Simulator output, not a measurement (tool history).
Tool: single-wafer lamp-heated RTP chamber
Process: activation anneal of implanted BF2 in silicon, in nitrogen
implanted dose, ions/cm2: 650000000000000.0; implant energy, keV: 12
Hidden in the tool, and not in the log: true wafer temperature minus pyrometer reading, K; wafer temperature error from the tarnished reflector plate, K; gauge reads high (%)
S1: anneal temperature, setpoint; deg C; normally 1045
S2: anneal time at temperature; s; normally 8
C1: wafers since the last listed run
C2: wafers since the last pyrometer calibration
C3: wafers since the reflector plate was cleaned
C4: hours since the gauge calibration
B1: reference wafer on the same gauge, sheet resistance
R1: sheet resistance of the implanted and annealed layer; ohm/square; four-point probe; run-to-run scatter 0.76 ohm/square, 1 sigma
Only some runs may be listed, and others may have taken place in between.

run	hour	S1	S2	C1	C2	C3	C4	B1	R1
1	0.0	1045	8	0	17	1914	524.2	203.76	237.88
2	25.2	1045	8	241	258	2155	549.4	203.99	239.53
3	53.8	1045	8	273	532	2429	578.0	203.78	236.75
4	74.0	1045	8	193	725	2622	598.2	203.90	236.00
5	104.6	1030	8	292	1018	2915	628.8	203.98	249.94
6	127.0	1030	8	214	1233	3129	651.2	203.67	247.88
# hour 145.8: gauge calibrated
7	146.1	1023	8	182	1415	3312	0.3	204.05	253.82
8	173.4	1045	8	261	1677	3573	27.6	204.12	232.63
9	241.8	1045	8	654	2331	4228	96.0	203.96	228.55
# hour 274.3: pyrometer window cleaned and pyrometer calibrated
10	274.8	1045	8	239	4	4467	129.0	204.05	236.25
11	283.2	1045	9	80	84	4548	137.4	204.16	232.63
12	297.1	1045	9	133	217	4681	151.3	203.84	233.25
13	323.2	1035	11	249	467	4930	177.4	203.92	235.58
14	342.8	1035	11	187	655	5118	197.0	204.22	234.08
15	373.9	1072	6	297	952	5416	228.1	204.10	218.48
16	395.2	1034	10	203	1156	5619	249.4	203.83	235.91
17	408.7	1074	8	129	1285	5749	262.9	204.09	209.32
# hour 433.7: reflector plate cleaned
18	441.1	1015	5	233	1519	71	295.3	204.02	282.91
19	458.8	1017	4	169	1688	240	313.0	203.82	283.62
20	482.9	1067	8	230	1919	471	337.1	204.04	215.46
21	517.4	1045	8	330	2249	801	371.6	203.76	232.30
# hour 557.5: pyrometer window cleaned and pyrometer calibrated
22	558.0	1016	5	311	4	1113	412.2	203.94	288.85
23	590.8	1057	10	313	318	1427	445.0	203.85	224.29
24	615.4	1075	11	235	553	1662	469.6	204.12	208.44
25	645.4	1037	8	287	840	1949	499.6	204.07	246.72
26	658.0	1045	11	120	961	2070	512.2	204.10	228.83
27	687.8	1045	13	285	1246	2355	542.0	204.42	223.51
28	707.4	1045	4	187	1434	2542	561.6	204.05	253.72
# hour 734.5: gauge calibrated
29	735.1	1023	8	265	1699	2808	0.6	203.71	256.53
30	751.1	1056	8	153	1852	2961	16.6	203.67	224.91
31	785.4	1045	8	328	2180	3289	50.9	204.18	230.61
# hour 793.6: pyrometer window cleaned and pyrometer calibrated
32	819.3	1045	8	247	246	3537	84.8	204.15	235.56
33	844.9	1053	11	244	491	3782	110.4	203.99	220.18
34	947.8	1045	8	984	1476	4767	213.3	203.82	230.84
35	981.6	1016	5	323	1799	5090	247.1	203.95	272.22
# hour 1004.6: reflector plate cleaned
36	1005.1	1045	9	148	1947	5	270.6	204.01	230.12
37	1028.5	1045	8	223	2171	228	294.0	204.10	231.74
38	1064.2	1058	12	341	2513	570	329.7	203.94	210.58

3 options for the next run, each taken on its own from the tool as it stands now. Forecast them:
A	1064.6	1054	8	3	2517	574	330.1	?	?
B	1064.6	1018	8	3	2517	574	330.1	?	?
C	1064.6	1059	6	3	2517	574	330.1	?	?

run	B1	R1
A	203.80	222.64
B	203.80	257.37
C	203.80	225.41
The same runs, with their run-to-run variation unchanged, on a tool lacking any hidden condition would have given:
run	R1
A	234.42
B	273.13
C	237.28
